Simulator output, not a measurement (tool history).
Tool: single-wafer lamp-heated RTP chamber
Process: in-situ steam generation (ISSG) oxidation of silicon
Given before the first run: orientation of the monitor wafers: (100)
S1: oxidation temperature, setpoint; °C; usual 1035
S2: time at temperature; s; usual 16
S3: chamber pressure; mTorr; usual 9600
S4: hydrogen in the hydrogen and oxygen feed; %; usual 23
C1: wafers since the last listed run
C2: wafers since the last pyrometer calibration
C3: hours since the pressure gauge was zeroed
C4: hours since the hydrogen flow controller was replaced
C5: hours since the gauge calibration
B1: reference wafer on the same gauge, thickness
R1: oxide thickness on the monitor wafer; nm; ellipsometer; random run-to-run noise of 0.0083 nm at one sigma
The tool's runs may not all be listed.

| run | hour | S1 | S2 | S3 | S4 | C1 | C2 | C3 | C4 | C5 | B1 | R1 |
|---|---|---|---|---|---|---|---|---|---|---|---|---|
| 1 | 0 | 1035 | 11 | 9600 | 23 | 0 | 2797 | 4405 | 4538.9 | 364.6 | 5.212 | 4.655 |
| 2 | 55.9 | 1035 | 16 | 9600 | 23 | 603 | 3400 | 4460.9 | 4594.8 | 420.5 | 5.21 | 5.592 |
| 3 | 120.3 | 1035 | 16 | 9600 | 23 | 695 | 4095 | 4525.3 | 4659.2 | 484.9 | 5.211 | 5.59 |
| 4 | 174.9 | 1035 | 16 | 9600 | 23 | 589 | 4685 | 4579.9 | 4713.8 | 539.5 | 5.21 | 5.598 |
| 5 | 204.8 | 1035 | 16 | 9600 | 23 | 322 | 5007 | 4609.8 | 4743.7 | 569.4 | 5.209 | 5.604 |
| 6 | 255.7 | 1051 | 16 | 9600 | 23 | 549 | 5557 | 4660.7 | 4794.6 | 620.3 | 5.207 | 6.083 |
|  | 260 | gauge calibrated |
| 7 | 311 | 1051 | 16 | 9600 | 23 | 596 | 6154 | 4716 | 4849.9 | 51 | 5.21 | 6.11 |
| 8 | 347.9 | 1051 | 16 | 9600 | 23 | 398 | 6552 | 4752.9 | 4886.8 | 87.9 | 5.211 | 6.11 |
|  | 382 | pressure gauge zeroed |
| 9 | 382.5 | 1035 | 16 | 9600 | 23 | 287 | 6839 | 0.5 | 4921.4 | 122.5 | 5.209 | 5.673 |
|  | 408.2 | pyrometer window cleaned and pyrometer calibrated |
| 10 | 408.7 | 1046 | 11 | 8600 | 32 | 196 | 5 | 26.7 | 4947.6 | 148.7 | 5.207 | 5.416 |
| 11 | 461.5 | 1035 | 19 | 10200 | 17 | 569 | 575 | 79.5 | 5000.4 | 201.5 | 5.208 | 5.607 |
| 12 | 504.1 | 1035 | 16 | 9600 | 15 | 459 | 1035 | 122.1 | 5043 | 244.1 | 5.211 | 5.072 |
| 13 | 541.3 | 1035 | 16 | 9600 | 23 | 401 | 1436 | 159.3 | 5080.2 | 281.3 | 5.212 | 5.552 |
| 14 | 587.5 | 1035 | 16 | 9600 | 23 | 498 | 1935 | 205.5 | 5126.4 | 327.5 | 5.212 | 5.557 |
|  | 606.6 | hydrogen flow controller replaced |
| 15 | 658.1 | 1019 | 12 | 8200 | 26 | 675 | 2611 | 276.1 | 51.5 | 398.1 | 5.211 | 4.777 |

Forecast run 16:
| 16 | 704.5 | 1035 | 16 | 8300 | 23 | 500 | 3112 | 322.5 | 97.9 | 444.5 | ? | ? |

Run 16 produced B1 5.21, R1 5.658 nm.
On a tool with no hidden condition, and with the same random variation, this run would have come out at R1 5.612 nm.

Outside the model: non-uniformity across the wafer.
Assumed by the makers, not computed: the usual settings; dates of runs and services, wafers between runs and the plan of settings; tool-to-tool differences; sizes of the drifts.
